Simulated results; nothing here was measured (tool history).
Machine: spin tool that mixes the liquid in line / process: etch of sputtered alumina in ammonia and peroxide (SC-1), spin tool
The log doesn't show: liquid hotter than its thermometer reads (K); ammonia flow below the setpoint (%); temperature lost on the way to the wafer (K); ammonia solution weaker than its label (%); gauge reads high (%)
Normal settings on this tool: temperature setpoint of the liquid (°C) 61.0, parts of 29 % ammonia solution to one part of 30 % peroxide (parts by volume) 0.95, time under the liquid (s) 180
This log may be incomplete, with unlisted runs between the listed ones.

| run | hour | temperature setpoint of the liquid (°C) | parts of 29 % ammonia solution to one part of 30 % peroxide (parts by volume) | time under the liquid (s) | wafers since the last listed run | hours since the thermometer was replaced | hours since the ammonia flow meter was replaced | hours since the heated supply line was repaired | hours since the drum of ammonia solution was connected | hours since the gauge calibration | read-back film thickness of the sputtered alumina reference wafer, read on the same gauge (nm) | thickness taken off the sputtered alumina on a monitor wafer (angstrom) |
|---|---|---|---|---|---|---|---|---|---|---|---|---|
| 1 | 0.0 | 61.0 | 1.10 | 95 | 0 | 100.2 | 895.1 | 526.6 | 88.7 | 126.3 | 59.99 | 143.1 |
|  | 35.5 | heated supply line repaired |
| 2 | 73.3 | 61.0 | 1.10 | 95 | 737 | 173.5 | 968.4 | 37.8 | 162.0 | 199.6 | 59.99 | 143.4 |
| 3 | 132.8 | 61.0 | 1.10 | 95 | 607 | 233.0 | 1027.9 | 97.3 | 221.5 | 259.1 | 60.01 | 143.5 |
| 4 | 250.7 | 61.0 | 0.95 | 180 | 1202 | 350.9 | 1145.8 | 215.2 | 339.4 | 377.0 | 60.01 | 265.8 |
| 5 | 319.7 | 61.0 | 0.95 | 180 | 703 | 419.9 | 1214.8 | 284.2 | 408.4 | 446.0 | 60.00 | 266.3 |
| 6 | 388.9 | 61.0 | 0.95 | 180 | 706 | 489.1 | 1284.0 | 353.4 | 477.6 | 515.2 | 60.00 | 267.6 |
| 7 | 442.8 | 61.0 | 1.20 | 180 | 549 | 543.0 | 1337.9 | 407.3 | 531.5 | 569.1 | 59.98 | 273.3 |
| 8 | 502.2 | 61.0 | 0.95 | 180 | 606 | 602.4 | 1397.3 | 466.7 | 590.9 | 628.5 | 60.01 | 267.3 |
|  | 511.9 | new drum of ammonia solution connected |
|  | 642.1 | ammonia flow meter replaced |
| 9 | 708.8 | 61.0 | 0.95 | 180 | 2087 | 809.0 | 66.7 | 673.3 | 196.9 | 835.1 | 60.00 | 271.0 |
|  | 732.0 | heated supply line repaired |
| 10 | 766.8 | 61.0 | 0.95 | 180 | 581 | 867.0 | 124.7 | 34.8 | 254.9 | 893.1 | 59.97 | 272.7 |
| 11 | 820.6 | 54.0 | 0.75 | 285 | 548 | 920.8 | 178.5 | 88.6 | 308.7 | 946.9 | 60.00 | 292.4 |
| 12 | 881.1 | 70.0 | 0.95 | 180 | 617 | 981.3 | 239.0 | 149.1 | 369.2 | 1007.4 | 60.01 | 424.0 |
| 13 | 922.9 | 61.0 | 0.95 | 180 | 426 | 1023.1 | 280.8 | 190.9 | 411.0 | 1049.2 | 60.00 | 271.7 |
|  | 976.2 | thermometer replaced |
| 14 | 1007.9 | 66.0 | 0.50 | 230 | 857 | 31.7 | 365.8 | 275.9 | 496.0 | 1134.2 | 59.98 | 403.0 |
|  | 1013.1 | new drum of ammonia solution connected |
| 15 | 1055.0 | 61.0 | 1.10 | 180 | 470 | 78.8 | 412.9 | 323.0 | 41.9 | 1181.3 | 59.98 | 271.5 |
|  | 1091.6 | gauge calibrated |
| 16 | 1106.0 | 55.0 | 0.55 | 250 | 520 | 129.8 | 463.9 | 374.0 | 92.9 | 14.4 | 59.99 | 257.1 |
|  | 1397.7 | heated supply line repaired |
| 17 | 1401.4 | 61.0 | 0.95 | 180 | 3003 | 425.2 | 759.3 | 3.7 | 388.3 | 309.8 | 60.00 | 267.1 |
| 18 | 1481.7 | 70.0 | 0.70 | 260 | 819 | 505.5 | 839.6 | 84.0 | 468.6 | 390.1 | 60.01 | 583.3 |
| 19 | 1566.2 | 58.0 | 0.55 | 135 | 862 | 590.0 | 924.1 | 168.5 | 553.1 | 474.6 | 59.98 | 163.2 |
| 20 | 1620.8 | 70.0 | 0.85 | 180 | 557 | 644.6 | 978.7 | 223.1 | 607.7 | 529.2 | 60.01 | 412.6 |
|  | 1647.3 | new drum of ammonia solution connected |
| 21 | 1696.9 | 61.0 | 1.05 | 245 | 766 | 720.7 | 1054.8 | 299.2 | 49.6 | 605.3 | 60.01 | 374.2 |
| 22 | 1797.8 | 55.0 | 0.60 | 125 | 1029 | 821.6 | 1155.7 | 400.1 | 150.5 | 706.2 | 59.99 | 132.1 |
| 23 | 1901.8 | 61.0 | 0.95 | 180 | 1061 | 925.6 | 1259.7 | 504.1 | 254.5 | 810.2 | 59.98 | 271.9 |

Each row is a separate what-if for the run after 23, all from the same tool condition, not one after another. Results?
| A | 1902.3 | 61.0 | 0.95 | 95 | 5 | 926.1 | 1260.2 | 504.6 | 255.0 | 810.7 | ? | ? |
| B | 1902.3 | 61.0 | 0.80 | 180 | 5 | 926.1 | 1260.2 | 504.6 | 255.0 | 810.7 | ? | ? |
| C | 1902.3 | 69.5 | 0.95 | 230 | 5 | 926.1 | 1260.2 | 504.6 | 255.0 | 810.7 | ? | ? |
| D | 1902.3 | 51.5 | 1.15 | 180 | 5 | 926.1 | 1260.2 | 504.6 | 255.0 | 810.7 | ? | ? |
| E | 1902.3 | 66.0 | 1.20 | 270 | 5 | 926.1 | 1260.2 | 504.6 | 255.0 | 810.7 | ? | ? |

| run | read-back film thickness of the sputtered alumina reference wafer, read on the same gauge (nm) | thickness taken off the sputtered alumina on a monitor wafer (angstrom) |
|---|---|---|
| A | 60.00 | 144.0 |
| B | 60.00 | 268.5 |
| C | 60.00 | 530.2 |
| D | 60.00 | 168.9 |
| E | 60.00 | 537.0 |
Had the tool no hidden state, the same runs would have come out as:
| run | thickness taken off the sputtered alumina on a monitor wafer (angstrom) |
|---|---|
| A | 140.0 |
| B | 260.9 |
| C | 516.3 |
| D | 163.8 |
| E | 522.5 |

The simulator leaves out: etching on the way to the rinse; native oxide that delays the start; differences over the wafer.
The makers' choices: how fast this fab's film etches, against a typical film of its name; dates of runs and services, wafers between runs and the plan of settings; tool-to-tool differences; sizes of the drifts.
